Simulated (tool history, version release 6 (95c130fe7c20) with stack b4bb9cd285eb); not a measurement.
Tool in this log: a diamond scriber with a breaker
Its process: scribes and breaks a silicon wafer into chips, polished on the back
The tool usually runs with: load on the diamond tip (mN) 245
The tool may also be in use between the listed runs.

run    hour  load on the diamond tip (mN)  wafers since the last listed run  hours since the diamond tip was replaced  hours since the load on the tip was calibrated  incoming depth of the damage left on the back of the incoming wafer, um  depth of the median crack under the scribed line (nm)  chips rejected at inspection after the break (%)
  1       0                           245                                 0                                       9.3                                           352.3                                                                     0.04                                                   8570                                               0.8
  2    71.2                           245                               296                                      80.5                                           423.5                                                                     0.03                                                   8620                                              0.83
  3   138.4                           245                               279                                     147.7                                           490.7                                                                     0.04                                                   8600                                              0.79
  4   175.4                           245                               153                                     184.7                                           527.7                                                                     0.04                                                   8660                                              0.91
  5   226.3                           245                               211                                     235.6                                           578.6                                                                     0.04                                                   8530                                              0.89
  6   253.6                           270                               113                                     262.9                                           605.9                                                                     0.05                                                   9270                                              1.17
  7   323.6                           270                               291                                     332.9                                           675.9                                                                     0.04                                                   9270                                              1.03
  8   373.1                           270                               205                                     382.4                                           725.4                                                                     0.04                                                   9070                                              1.01
  9   440.2                           245                               279                                     449.5                                           792.5                                                                     0.03                                                   8530                                              1.23
 10   473.6                           245                               138                                     482.9                                           825.9                                                                     0.04                                                   8410                                              1.29
 11   536.5                           217                               261                                     545.8                                           888.8                                                                     0.03                                                   7510                                              6.26
 12   579.6                           245                               179                                     588.9                                           931.9                                                                     0.05                                                   8190                                               1.7
 13   639.1                           245                               247                                     648.4                                           991.4                                                                     0.02                                                   8320                                              1.94
 14   695.6                           245                               235                                     704.9                                          1047.9                                                                     0.02                                                   8080                                              2.07
      700.5  -- diamond tip replaced by a new one
 15   723.9                           245                               109                                      23.4                                          1076.2                                                                     0.02                                                   8110                                              2.17
 16   795.8                           245                               299                                      95.3                                          1148.1                                                                     0.03                                                   7950                                              2.71
 17   840.7                           196                               186                                     140.2                                            1193                                                                     0.04                                                   6610                                             17.35
 18   896.4                           245                               231                                     195.9                                          1248.7                                                                     0.03                                                   7730                                               3.7
      930.9  -- load on the tip recalibrated
 19   932.3                           292                               141                                     231.8                                             1.4                                                                     0.04                                                  10280                                              5.69
 20   975.3                           284                               178                                     274.8                                            44.4                                                                     0.03                                                  10290                                              4.48
 21    1013                           198                               156                                     312.5                                            82.1                                                                     0.04                                                   7490                                              6.17
 22  1069.1                           172                               233                                     368.6                                           138.2                                                                     0.02                                                   6670                                             16.97
 23  1112.8                           285                               181                                     412.3                                           181.9                                                                     0.03                                                  10240                                               4.6
 24  1146.7                           222                               141                                     446.2                                           215.8                                                                     0.03                                                   8250                                              1.74
 25  1200.3                           277                               222                                     499.8                                           269.4                                                                     0.02                                                   9910                                              3.08
 26  1227.9                           286                               114                                     527.4                                             297                                                                     0.02                                                  10310                                              4.48
     1291.8  -- diamond tip replaced by a new one
 27  1296.1                           274                               275                                       4.3                                           365.2                                                                     0.02                                                   9720                                              2.69
 28  1346.2                           245                               208                                      54.4                                           415.3                                                                     0.05                                                   8680                                              0.68
 29  1373.2                           205                               112                                      81.4                                           442.3                                                                     0.05                                                   7520                                              5.24
 30  1424.4                           197                               213                                     132.6                                           493.5                                                                     0.01                                                   7130                                              7.29
 31  1465.6                           317                               171                                     173.8                                           534.7                                                                     0.02                                                  10850                                              9.28
 32  1617.6                           300                               632                                     325.8                                           686.7                                                                     0.02                                                  10350                                              5.19
 33  1687.9                           245                               292                                     396.1                                             757                                                                     0.01                                                   8690                                              0.81
 34  1759.8                           265                               299                                       468                                           828.9                                                                     0.01                                                   9390                                              0.97
 35  1824.3                           245                               268                                     532.5                                           893.4                                                                     0.02                                                   8650                                              1.01
 36  1943.8                           245                               497                                       652                                          1012.9                                                                     0.03                                                   8380                                              1.29
 37  1976.7                           245                               136                                     684.9                                          1045.8                                                                     0.03                                                   8450                                              1.36
       1996  -- diamond tip replaced by a new one
 38    2041                           223                               259                                        45                                          1110.1                                                                     0.01                                                   7540                                              5.04
 39  2067.4                           245                               109                                      71.4                                          1136.5                                                                     0.04                                                   8340                                              1.83
 40  2118.6                           295                               213                                     122.6                                          1187.7                                                                     0.02                                                   9440                                              1.63
 41  2146.4                           306                               115                                     150.4                                          1215.5                                                                     0.04                                                   9650                                              2.65
 42  2203.9                           245                               239                                     207.9                                            1273                                                                     0.03                                                   8110                                              2.64

Selected run-to-run steps in depth of the median crack under the scribed line (nm), each split into two signed amounts: the part the tool would show with no hidden state at all (from settings, incoming material and random variation), and the remainder, which goes to the hidden state together with any gauge scatter not common to the measured and the hidden-state-free results:
Hidden state at play: share of the diamond tip's cutting effectiveness lost through wear, %; deviation of the load on the tip from its setpoint, %.
Run 17 -> 18: load on the diamond tip (mN) 196 -> 245. depth of the median crack under the scribed line (nm) +1120: hidden state -220, all else +1340.
Run 18 -> 19: load on the diamond tip (mN) 245 -> 292, load on the tip recalibrated. depth of the median crack under the scribed line (nm) +2550: hidden state +1150, all else +1400.
Run 20 -> 21: load on the diamond tip (mN) 284 -> 198. depth of the median crack under the scribed line (nm) -2800: hidden state -40, all else -2760.
Run 22 -> 23: load on the diamond tip (mN) 172 -> 285. depth of the median crack under the scribed line (nm) +3570: hidden state +40, all else +3530.
Run 30 -> 31: load on the diamond tip (mN) 197 -> 317. depth of the median crack under the scribed line (nm) +3720: hidden state -30, all else +3750.
Run 39 -> 40: load on the diamond tip (mN) 245 -> 295. depth of the median crack under the scribed line (nm) +1100: hidden state -170, all else +1270.
